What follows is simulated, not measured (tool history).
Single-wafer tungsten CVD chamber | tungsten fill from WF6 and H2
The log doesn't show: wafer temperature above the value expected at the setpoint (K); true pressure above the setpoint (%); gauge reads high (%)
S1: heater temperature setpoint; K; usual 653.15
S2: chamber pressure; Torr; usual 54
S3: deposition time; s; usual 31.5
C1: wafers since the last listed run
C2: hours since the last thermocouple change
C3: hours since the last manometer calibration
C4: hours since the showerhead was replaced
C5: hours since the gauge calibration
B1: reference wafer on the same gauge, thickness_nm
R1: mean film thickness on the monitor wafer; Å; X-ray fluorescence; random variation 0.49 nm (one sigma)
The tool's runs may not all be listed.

Run 1, hour 0: usual settings; C1 0; C2 414; C3 705.9; C4 3096.2; C5 608.3; B1 90.953. Result: R1 910.64 Å.
Run 2, hour 64.4: usual settings; C1 756; C2 478.4; C3 770.3; C4 3160.6; C5 672.7; B1 90.677. Result: R1 912.96 Å.
Run 3, hour 115.4: usual settings; C1 599; C2 529.4; C3 821.3; C4 3211.6; C5 723.7; B1 90.787. Result: R1 912.78 Å.
Run 4, hour 171: usual settings but S1 659.15 K; C1 653; C2 585; C3 876.9; C4 3267.2; C5 779.3; B1 90.911. Result: R1 1046 Å.
Run 5, hour 265.4: usual settings; C1 1109; C2 679.4; C3 971.3; C4 3361.6; C5 873.7; B1 90.856. Result: R1 927.29 Å.
At hour 282.9: gauge calibrated.
Run 6, hour 360.5: usual settings; C1 1117; C2 774.5; C3 1066.4; C4 3456.7; C5 77.6; B1 90.747. Result: R1 933.91 Å.
Run 7, hour 448.3: usual settings; C1 1031; C2 862.3; C3 1154.2; C4 3544.5; C5 165.4; B1 90.642. Result: R1 930.53 Å.
At hour 471.1: capacitance manometer re-zeroed and calibrated.
Run 8, hour 546: usual settings; C1 1054; C2 960; C3 74.9; C4 3642.2; C5 263.1; B1 90.921. Result: R1 911.95 Å.
Run 9, hour 641.9: usual settings; C1 1126; C2 1055.9; C3 170.8; C4 3738.1; C5 359; B1 90.764. Result: R1 915.22 Å.
Run 10, hour 699.4: usual settings; C1 675; C2 1113.4; C3 228.3; C4 3795.6; C5 416.5; B1 90.752. Result: R1 921.05 Å.
Run 11, hour 774: usual settings but S1 666.15 K, S2 58.5 Torr, S3 35.2 s; C1 876; C2 1188; C3 302.9; C4 3870.2; C5 491.1; B1 90.902. Result: R1 1426.62 Å.
Run 12, hour 849.5: usual settings but S2 41.3 Torr; C1 887; C2 1263.5; C3 378.4; C4 3945.7; C5 566.6; B1 90.837. Result: R1 820.58 Å.
Run 13, hour 902.2: usual settings but S1 665.15 K, S2 63.8 Torr, S3 35.2 s; C1 619; C2 1316.2; C3 431.1; C4 3998.4; C5 619.3; B1 90.922. Result: R1 1474.38 Å.
At hour 933.8: showerhead replaced.
Run 14, hour 1008.3: usual settings but S1 645.15 K; C1 1152; C2 1422.3; C3 537.2; C4 74.5; C5 725.4; B1 90.85. Result: R1 786.63 Å.
At hour 1053.1: thermocouple changed; heater temperature recalibrated.
At hour 1093.3: gauge calibrated.
Run 15, hour 1116.1: usual settings but S2 58.8 Torr, S3 27.4 s; C1 1172; C2 63; C3 645; C4 182.3; C5 22.8; B1 90.778. Result: R1 809.18 Å.
Run 16, hour 1250.1: usual settings but S1 662.15 K, S2 43.4 Torr, S3 35.4 s; C1 1574; C2 197; C3 779; C4 316.3; C5 156.8; B1 90.635. Result: R1 1117.24 Å.
Run 17, hour 1415.6: usual settings but S1 659.15 K, S2 43.5 Torr, S3 35.2 s; C1 1944; C2 362.5; C3 944.5; C4 481.8; C5 322.3; B1 90.975. Result: R1 1040.28 Å.
Run 18, hour 1473.1: usual settings; C1 675; C2 420; C3 1002; C4 539.3; C5 379.8; B1 90.885. Result: R1 911.65 Å.

5 ways to go on from here, each from the tool as it stands after run 18. What would each give?
Run A, hour 1473.5: usual settings; C1 4; C2 420.4; C3 1002.4; C4 539.7; C5 380.2; B1 ?. Result: R1 ?.
Run B, hour 1473.5: usual settings but S1 642.15 K, S2 40.8 Torr, S3 37 s; C1 4; C2 420.4; C3 1002.4; C4 539.7; C5 380.2; B1 ?. Result: R1 ?.
Run C, hour 1473.5: usual settings but S1 645.15 K, S2 45.5 Torr, S3 28.3 s; C1 4; C2 420.4; C3 1002.4; C4 539.7; C5 380.2; B1 ?. Result: R1 ?.
Run D, hour 1473.5: usual settings but S1 658.15 K, S3 33.8 s; C1 4; C2 420.4; C3 1002.4; C4 539.7; C5 380.2; B1 ?. Result: R1 ?.
Run E, hour 1473.5: usual settings but S1 638.15 K, S3 25.7 s; C1 4; C2 420.4; C3 1002.4; C4 539.7; C5 380.2; B1 ?. Result: R1 ?.

run      B1       R1
  A  90.728   911.02
  B  90.728   731.05
  C  90.728   630.75
  D  90.728  1090.35
  E  90.728   526.55
Without the tool's hidden state the same runs would have given:
run       R1
  A   867.37
  B   694.46
  C   599.63
  D  1038.31
  E   500.86
